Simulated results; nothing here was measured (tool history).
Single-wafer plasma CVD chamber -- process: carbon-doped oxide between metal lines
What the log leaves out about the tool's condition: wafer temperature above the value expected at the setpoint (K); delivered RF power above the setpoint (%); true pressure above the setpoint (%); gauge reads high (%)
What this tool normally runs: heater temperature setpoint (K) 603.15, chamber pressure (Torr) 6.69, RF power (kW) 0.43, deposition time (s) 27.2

run	hour	heater temperature setpoint (K)	chamber pressure (Torr)	RF power (kW)	deposition time (s)	wafers since the last listed run	hours since the last thermocouple change	hours since the last RF generator calibration	hours since the last manometer calibration	hours since the showerhead was replaced	hours since the gauge calibration	read-back reference wafer on the same gauge, thickness_nm	mean film thickness on the monitor wafer (Å)
1	0	603.15	6.69	0.43	27.2	0	2459.6	1180	976.6	3519.9	162.3	117.007	1266.65
2	99	603.15	6.69	0.43	27.2	3347	2558.6	1279	1075.6	3618.9	261.3	117.037	1266.06
3	113.1	603.15	6.69	0.43	27.2	476	2572.7	1293.1	1089.7	3633	275.4	116.982	1264.35
4	139.3	594.15	6.69	0.43	27.2	885	2598.9	1319.3	1115.9	3659.2	301.6	116.991	1306.6
# hour 168.8: RF generator calibrated
5	169.3	594.15	6.69	0.43	27.2	743	2628.9	0.5	1145.9	3689.2	331.6	116.985	1344.95
6	176.2	594.15	6.69	0.43	27.2	233	2635.8	7.4	1152.8	3696.1	338.5	117.022	1345.25
7	200.5	603.15	6.69	0.375	27.2	821	2660.1	31.7	1177.1	3720.4	362.8	116.988	1204.24
8	215.5	603.15	6.69	0.375	27.2	507	2675.1	46.7	1192.1	3735.4	377.8	116.923	1205.06
# hour 225.9: showerhead replaced
# hour 239: gauge calibrated
9	242.7	603.15	8.21	0.43	27.2	649	2702.3	73.9	1219.3	16.8	3.7	116.967	1310.94
10	272.5	594.15	6.69	0.43	23.2	1007	2732.1	103.7	1249.1	46.6	33.5	117.033	1145.62
# hour 310.3: thermocouple changed; heater temperature recalibrated
11	310.8	594.15	6.69	0.43	27.2	1024	0.5	142	1287.4	84.9	71.8	116.996	1333.95
# hour 324.7: capacitance manometer re-zeroed and calibrated
12	328.7	603.15	6.69	0.47	25.3	334	18.4	159.9	4	102.8	89.7	117.03	1277.19
13	396.3	603.15	8.02	0.355	25.2	2285	86	227.5	71.6	170.4	157.3	117.053	1073.99
14	429.4	603.15	6.69	0.43	27.2	1119	119.1	260.6	104.7	203.5	190.4	117.011	1286.8
15	460	613.15	7.95	0.365	23.6	1034	149.7	291.2	135.3	234.1	221	117.022	993.98
16	473.2	603.15	6.69	0.43	27.2	446	162.9	304.4	148.5	247.3	234.2	117.004	1286.05

Alternative continuations, all from the tool just after run 16; predict every row:
A	473.6	603.15	6.69	0.355	27.2	13	163.3	304.8	148.9	247.7	234.6	?	?
B	473.6	603.15	5.39	0.43	27.2	13	163.3	304.8	148.9	247.7	234.6	?	?
C	473.6	617.15	6.69	0.43	27.2	13	163.3	304.8	148.9	247.7	234.6	?	?
D	473.6	603.15	7.37	0.43	27.2	13	163.3	304.8	148.9	247.7	234.6	?	?

run	read-back reference wafer on the same gauge, thickness_nm	mean film thickness on the monitor wafer (Å)
A	116.933	1149.43
B	116.933	1274.55
C	116.933	1238.45
D	116.933	1293.83
Without the tool's unlogged condition, the same runs would have read:
run	mean film thickness on the monitor wafer (Å)
A	1172.69
B	1299.35
C	1262.55
D	1319

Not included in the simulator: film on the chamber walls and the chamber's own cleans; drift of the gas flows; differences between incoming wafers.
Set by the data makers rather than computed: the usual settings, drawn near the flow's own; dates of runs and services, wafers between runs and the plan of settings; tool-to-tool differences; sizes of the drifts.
